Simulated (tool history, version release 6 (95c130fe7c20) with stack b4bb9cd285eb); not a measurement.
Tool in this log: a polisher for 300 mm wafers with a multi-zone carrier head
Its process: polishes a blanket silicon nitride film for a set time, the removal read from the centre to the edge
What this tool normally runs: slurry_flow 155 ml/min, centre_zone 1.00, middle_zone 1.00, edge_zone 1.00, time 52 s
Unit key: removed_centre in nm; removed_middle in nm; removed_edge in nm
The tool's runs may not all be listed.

run	hour	slurry_flow	centre_zone	middle_zone	edge_zone	time	incoming thickness of the incoming film, nm	removed_centre	removed_middle	removed_edge
1	0.0	180	1.00	1.00	1.00	52	694.7	137.4	136.7	136.2
# hour 34.2: worn pad replaced by a new one
2	34.7	155	1.00	1.00	1.00	52	696.5	143.1	145.8	142.0
3	59.2	155	0.95	1.05	1.00	52	699.6	136.7	150.7	145.2
# hour 68.7: carrier head's membrane replaced by a new one
4	87.2	105	1.04	0.89	1.04	52	710.1	140.7	127.1	142.1
# hour 95.8: slurry nozzle cleaned
5	121.7	115	1.00	1.00	1.00	66	702.1	175.4	171.8	175.5
6	157.5	155	1.05	0.93	1.00	59	695.9	165.8	150.8	158.3
7	188.3	190	0.93	0.91	1.00	44	698.1	110.7	111.2	120.1
8	216.5	180	1.04	1.00	1.00	70	695.8	194.4	187.4	189.2
9	244.1	110	1.00	1.10	1.12	52	695.7	128.2	141.3	141.0
10	269.7	155	1.00	1.00	1.00	52	705.4	133.3	129.6	133.4
11	294.7	155	1.00	1.00	1.00	52	703.3	130.9	127.2	132.8
# hour 311.4: worn pad replaced by a new one
12	311.9	110	1.00	1.12	1.00	52	687.0	139.6	153.4	140.6
13	340.0	155	1.00	0.88	1.00	52	702.2	146.4	131.7	146.3
14	368.4	120	0.93	1.00	1.00	69	698.4	173.7	189.0	188.5
15	425.4	105	1.00	1.00	1.00	52	686.2	136.7	136.0	139.7
16	451.2	190	1.00	1.00	1.00	52	694.5	145.8	143.7	141.5
17	476.1	155	1.00	1.00	1.00	52	690.9	137.8	137.3	135.4
18	511.4	155	1.00	1.00	1.00	41	703.9	108.1	108.5	107.4
# hour 526.8: worn pad replaced by a new one
# hour 532.0: slurry nozzle cleaned
# hour 536.4: edge zone pressure recalibrated
19	546.0	155	1.00	1.00	1.00	37	703.7	103.8	104.4	101.6
20	576.2	120	1.05	0.93	1.06	52	691.3	146.6	134.4	146.0
21	599.3	155	1.00	1.00	1.00	39	712.6	107.2	110.4	109.3

Each run again, without the hidden state but with its own random variation kept:
What the log doesn't record here: removal rate lost through wear of the pad, %; slurry flow missing at the pad, %; deviation of the centre zone's pressure from its setpoint, %; deviation of the edge zone's pressure from its setpoint, %.
run	removed_centre	removed_middle	removed_edge
1	147.4	146.7	146.2
2	145.6	148.3	144.4
3	139.2	153.5	147.8
4	143.7	129.8	145.1
5	180.4	176.7	180.4
6	172.4	156.7	164.5
7	116.5	117.0	126.4
8	207.5	200.1	202.0
9	139.0	153.2	152.9
10	147.1	143.0	147.2
11	147.3	143.1	149.4
12	140.5	154.3	141.5
13	147.5	132.7	147.4
14	175.5	191.0	190.5
15	140.1	139.3	143.1
16	150.7	148.6	146.4
17	144.1	143.5	141.5
18	115.1	115.6	114.5
19	104.1	104.7	101.9
20	147.5	135.2	146.9
21	108.3	111.4	110.3
